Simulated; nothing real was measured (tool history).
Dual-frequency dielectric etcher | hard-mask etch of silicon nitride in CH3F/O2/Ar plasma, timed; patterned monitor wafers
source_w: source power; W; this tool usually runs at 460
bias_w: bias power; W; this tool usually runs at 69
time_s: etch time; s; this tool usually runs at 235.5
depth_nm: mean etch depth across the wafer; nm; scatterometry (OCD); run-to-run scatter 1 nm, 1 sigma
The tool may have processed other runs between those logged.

run   hour  source_w  bias_w  time_s  read-back reference wafer on the same gauge, depth_nm  depth_nm
  1    0.0       460      69   235.5                                                  139.8     159.9
  2    6.7       460      69   235.5                                                  139.9     159.7
  3   18.9       460      69   235.5                                                  140.1     161.9
  4   29.4       420      69   187.5                                                  140.3     122.2
  5   43.9       420      69   187.5                                                  140.0     122.5
  6   59.4       420      69   187.5                                                  139.9     124.3
  7   68.6       460      69   217.0                                                  140.1     150.6
  8   78.0       460      69   235.5                                                  140.0     161.9
  9   91.4       460      69   235.5                                                  140.2     163.2
 10  101.5       490      69   235.5                                                  140.3     169.1
 11  117.7       490      69   235.5                                                  139.8     171.4
 12  127.3       490      69   235.5                                                  140.3     168.2
 13  134.3       370      69   235.5                                                  140.1     145.2
     136.7  -- gauge calibrated
     160.1  -- wet clean of the chamber
 14  160.6       420      69   187.5                                                  140.0     117.9
 15  161.0       380      62   167.0                                                  140.0      94.1
 16  176.8       520      69   166.5                                                  140.3     118.9
 17  194.0       460      69   235.5                                                  139.9     156.3
     214.0  -- source power generator calibrated
     225.7  -- upper electrode replaced
     229.3  -- bias power generator calibrated
 18  229.8       580      69   235.5                                                  139.8     177.8
 19  230.2       540      76   235.5                                                  140.3     180.2
 20  230.5       460      69   217.0                                                  140.2     145.6
 21  237.7       460      69   171.5                                                  139.9     115.0
 22  244.2       420      69   235.5                                                  140.0     149.8
 23  254.2       550      52   217.5                                                  139.9     141.2

What does the tool deliver on the next run?
 24  305.9       460      69   235.5                                                      ?         ?

{"run 24": {"read-back reference wafer on the same gauge, depth_nm": 139.9, "depth_nm": 159.3}}
On a tool with no hidden condition, and with the same random variation, this run would have come out at depth_nm 154.5 nm.
